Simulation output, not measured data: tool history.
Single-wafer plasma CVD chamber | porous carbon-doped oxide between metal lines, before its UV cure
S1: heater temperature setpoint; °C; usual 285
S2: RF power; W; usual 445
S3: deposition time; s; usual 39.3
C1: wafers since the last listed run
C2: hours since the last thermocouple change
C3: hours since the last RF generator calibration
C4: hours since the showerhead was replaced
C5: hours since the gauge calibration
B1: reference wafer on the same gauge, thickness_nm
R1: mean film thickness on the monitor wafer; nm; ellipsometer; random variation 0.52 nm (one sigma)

run	hour	S1	S2	S3	C1	C2	C3	C4	C5	B1	R1
1	0.0	285	445	43.7	0	1040.3	1310.1	4631.1	150.9	197.815	228.070
2	9.9	285	445	43.7	161	1050.2	1320.0	4641.0	160.8	197.905	227.601
3	26.9	285	445	39.3	276	1067.2	1337.0	4658.0	177.8	198.024	205.145
# hour 44.7: gauge calibrated
4	65.5	285	445	39.3	628	1105.8	1375.6	4696.6	20.8	198.097	203.336
5	81.0	285	445	39.3	252	1121.3	1391.1	4712.1	36.3	197.998	203.560
6	91.9	285	445	39.3	177	1132.2	1402.0	4723.0	47.2	198.154	202.607
7	98.6	285	445	39.3	109	1138.9	1408.7	4729.7	53.9	197.875	203.244
# hour 107.2: RF generator calibrated
8	113.9	296	445	39.3	118	1154.2	6.7	4745.0	69.2	197.941	189.043
9	121.5	296	445	39.3	123	1161.8	14.3	4752.6	76.8	198.013	189.417
10	137.6	285	445	39.3	262	1177.9	30.4	4768.7	92.9	197.896	202.223
11	144.2	285	445	39.3	107	1184.5	37.0	4775.3	99.5	198.026	201.769
12	152.3	285	475	39.3	131	1192.6	45.1	4783.4	107.6	198.154	214.356
13	168.4	276	510	46.5	262	1208.7	61.2	4799.5	123.7	198.038	285.889
14	179.9	285	415	46.8	187	1220.2	72.7	4811.0	135.2	198.042	223.983
15	195.8	285	375	39.3	259	1236.1	88.6	4826.9	151.1	197.936	169.784
# hour 210.3: thermocouple changed; heater temperature recalibrated
# hour 214.0: showerhead replaced
16	214.5	292	475	45.8	113	4.2	107.3	0.5	169.8	197.898	250.991
# hour 219.6: gauge calibrated
17	220.5	289	445	35.6	97	10.2	113.3	6.5	0.9	198.080	189.373
18	232.2	285	445	45.3	190	21.9	125.0	18.2	12.6	198.028	246.767
19	245.6	285	445	39.3	218	35.3	138.4	31.6	26.0	197.868	213.845
20	257.8	285	445	39.3	198	47.5	150.6	43.8	38.2	198.024	213.368
21	266.1	285	355	45.5	135	55.8	158.9	52.1	46.5	197.917	195.040
22	283.1	277	510	39.3	276	72.8	175.9	69.1	63.5	197.910	254.385

Measured less the same run without the tool's hidden state. The same run-to-run variation is in both; the gauge's scatter may not be:
The hidden state here: wafer temperature above the value expected at the setpoint (K); delivered RF power above the setpoint (%); gauge reads high (%).
run	R1
1	-8.443
2	-8.594
3	-8.009
4	-8.545
5	-8.806
6	-8.942
7	-9.081
8	-8.041
9	-8.168
10	-9.687
11	-9.778
12	-10.535
13	-15.213
14	-11.541
15	-8.986
16	+1.548
17	+1.209
18	+1.597
19	+1.378
20	+1.368
21	+1.244
22	+1.669
